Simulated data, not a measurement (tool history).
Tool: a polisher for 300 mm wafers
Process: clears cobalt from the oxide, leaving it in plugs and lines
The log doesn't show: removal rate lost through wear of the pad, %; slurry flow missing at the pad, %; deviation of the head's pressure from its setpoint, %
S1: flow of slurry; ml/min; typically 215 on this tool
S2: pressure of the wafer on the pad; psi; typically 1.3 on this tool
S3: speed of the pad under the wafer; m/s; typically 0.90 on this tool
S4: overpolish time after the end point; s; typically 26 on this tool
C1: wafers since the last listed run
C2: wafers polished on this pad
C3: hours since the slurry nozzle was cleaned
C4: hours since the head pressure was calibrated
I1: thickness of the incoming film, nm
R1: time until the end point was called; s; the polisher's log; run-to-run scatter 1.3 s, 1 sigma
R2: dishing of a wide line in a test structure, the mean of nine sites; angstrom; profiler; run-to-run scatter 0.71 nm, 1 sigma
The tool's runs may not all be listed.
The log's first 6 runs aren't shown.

-- hour=315.1 head pressure recalibrated
run 7 hour=316.7 | S1=215 S2=1.3 S3=0.78 S4=26 | C1=262 C2=1063 C3=348.3 C4=1.6 | I1=208.3 | R1=74.7 R2=423
run 8 hour=359.9 | S1=215 S2=1.3 S3=0.90 S4=26 | C1=488 C2=1552 C3=391.5 C4=44.8 | I1=208.5 | R1=66.2 R2=451
run 9 hour=425.9 | S1=215 S2=1.3 S3=0.90 S4=26 | C1=746 C2=2298 C3=457.5 C4=110.8 | I1=209.5 | R1=66.4 R2=432
run 10 hour=450.0 | S1=215 S2=1.3 S3=0.90 S4=26 | C1=272 C2=2571 C3=481.6 C4=134.9 | I1=210.1 | R1=67.7 R2=422
run 11 hour=500.4 | S1=215 S2=1.3 S3=0.90 S4=26 | C1=570 C2=3141 C3=532.0 C4=185.3 | I1=212.5 | R1=67.6 R2=439
-- hour=536.8 slurry nozzle cleaned
run 12 hour=537.3 | S1=215 S2=1.3 S3=0.90 S4=26 | C1=406 C2=3547 C3=0.5 C4=222.2 | I1=205.7 | R1=65.8 R2=427
-- hour=565.6 worn pad replaced by a new one
run 13 hour=607.2 | S1=215 S2=1.3 S3=0.90 S4=26 | C1=745 C2=470 C3=70.4 C4=292.1 | I1=208.3 | R1=64.2 R2=428
-- hour=610.5 head pressure recalibrated, repeated, since the last time left the tool worse
run 14 hour=658.0 | S1=215 S2=1.6 S3=0.90 S4=26 | C1=551 C2=1022 C3=121.2 C4=47.5 | I1=209.8 | R1=62.2 R2=455
run 15 hour=727.1 | S1=215 S2=1.3 S3=1.12 S4=19 | C1=781 C2=1804 C3=190.3 C4=116.6 | I1=207.9 | R1=59.9 R2=383
run 16 hour=762.4 | S1=215 S2=1.3 S3=1.12 S4=19 | C1=399 C2=2203 C3=225.6 C4=151.9 | I1=208.6 | R1=60.9 R2=395
run 17 hour=820.2 | S1=215 S2=1.3 S3=0.60 S4=18 | C1=653 C2=2857 C3=283.4 C4=209.7 | I1=208.8 | R1=92.5 R2=296
run 18 hour=859.9 | S1=215 S2=1.3 S3=0.90 S4=37 | C1=449 C2=3306 C3=323.1 C4=249.4 | I1=211.2 | R1=70.8 R2=495
-- hour=891.0 worn pad replaced by a new one
run 19 hour=954.1 | S1=215 S2=1.3 S3=0.72 S4=26 | C1=1020 C2=713 C3=417.3 C4=343.6 | I1=208.1 | R1=79.4 R2=407
-- hour=960.0 head pressure recalibrated
run 20 hour=1015.7 | S1=215 S2=1.3 S3=0.90 S4=26 | C1=674 C2=1387 C3=478.9 C4=55.7 | I1=212.6 | R1=72.1 R2=409
run 21 hour=1045.4 | S1=215 S2=1.7 S3=1.20 S4=26 | C1=335 C2=1723 C3=508.6 C4=85.4 | I1=209.3 | R1=49.4 R2=476
run 22 hour=1102.4 | S1=190 S2=1.0 S3=0.64 S4=36 | C1=644 C2=2368 C3=565.6 C4=142.4 | I1=210.5 | R1=108.5 R2=415
run 23 hour=1137.6 | S1=215 S2=1.3 S3=0.90 S4=22 | C1=398 C2=2766 C3=600.8 C4=177.6 | I1=212.0 | R1=71.8 R2=401
run 24 hour=1172.7 | S1=215 S2=1.3 S3=0.78 S4=26 | C1=396 C2=3163 C3=635.9 C4=212.7 | I1=212.6 | R1=78.3 R2=410

Run 25 has not been measured yet. What should we expect?
-- hour=1181.2 slurry nozzle cleaned
run 25 hour=1209.3 | S1=165 S2=1.0 S3=0.90 S4=18 | C1=402 C2=3565 C3=28.1 C4=249.3 | I1=208.2 | R1=? R2=?

{"run 25": {"R1": 83.6, "R2": 314}}
Minus the tool's unlogged condition, the same run would have read R1 85.4 s, R2 309 angstrom.
